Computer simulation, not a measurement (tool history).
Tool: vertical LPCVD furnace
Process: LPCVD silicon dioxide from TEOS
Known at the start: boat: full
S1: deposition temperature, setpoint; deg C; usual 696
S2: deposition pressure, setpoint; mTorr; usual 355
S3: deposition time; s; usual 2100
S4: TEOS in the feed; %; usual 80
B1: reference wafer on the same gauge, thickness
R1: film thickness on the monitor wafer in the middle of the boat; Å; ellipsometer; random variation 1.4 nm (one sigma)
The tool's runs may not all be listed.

run 1 hour=0 | S1=696 S2=355 S3=2100 S4=80 | B1=248.77 | R1=2599.8
run 2 hour=40.4 | S1=696 S2=355 S3=2100 S4=80 | B1=248.29 | R1=2601.6
run 3 hour=107.2 | S1=696 S2=355 S3=1920 S4=73 | B1=247.69 | R1=2295.5
run 4 hour=179.4 | S1=696 S2=355 S3=1920 S4=73 | B1=248.19 | R1=2295.3
run 5 hour=270.5 | S1=696 S2=355 S3=2100 S4=80 | B1=248.52 | R1=2625.1
run 6 hour=337.1 | S1=696 S2=355 S3=2100 S4=80 | B1=248.15 | R1=2641.3
run 7 hour=380.7 | S1=696 S2=355 S3=2100 S4=80 | B1=248.71 | R1=2648.8
run 8 hour=482.6 | S1=702 S2=355 S3=1800 S4=80 | B1=248.07 | R1=2604.1
run 9 hour=584.2 | S1=696 S2=355 S3=2100 S4=80 | B1=247.9 | R1=2663.8
run 10 hour=687 | S1=696 S2=355 S3=2100 S4=80 | B1=248.6 | R1=2668.8
run 11 hour=766.3 | S1=696 S2=355 S3=2100 S4=80 | B1=247.72 | R1=2666.5
run 12 hour=813.8 | S1=696 S2=355 S3=2100 S4=80 | B1=248.44 | R1=2632.7
run 13 hour=861.7 | S1=696 S2=355 S3=2100 S4=80 | B1=247.61 | R1=2647.7
-- hour=924.7 thermocouples replaced and temperature profile calibrated
run 14 hour=959.8 | S1=696 S2=425 S3=2100 S4=80 | B1=248.76 | R1=2805
-- hour=1030.8 pressure gauge zeroed
run 15 hour=1031.3 | S1=696 S2=355 S3=2100 S4=80 | B1=248.2 | R1=2582.1
run 16 hour=1089.3 | S1=696 S2=355 S3=2100 S4=80 | B1=248.21 | R1=2592.3
run 17 hour=1177.7 | S1=691 S2=285 S3=2490 S4=80 | B1=248.22 | R1=2438.1
run 18 hour=1281.1 | S1=696 S2=355 S3=2820 S4=80 | B1=247.8 | R1=3477.3
-- hour=1314.5 gauge calibrated
-- hour=1346.6 TEOS flow controller replaced
run 19 hour=1360 | S1=696 S2=355 S3=2100 S4=80 | B1=248.15 | R1=2588.3
run 20 hour=1463.8 | S1=704 S2=300 S3=2100 S4=90 | B1=248.46 | R1=3035.6
run 21 hour=1510.6 | S1=707 S2=275 S3=1860 S4=64 | B1=247.85 | R1=2346.7

The next listed run, before its measurement:
run 22 hour=1617.7 | S1=696 S2=295 S3=2340 S4=80 | B1=? | R1=?

B1: 248.27
R1: 2647.7 Å
Without the tool's hidden state the same run would have given R1 2634.6 Å.
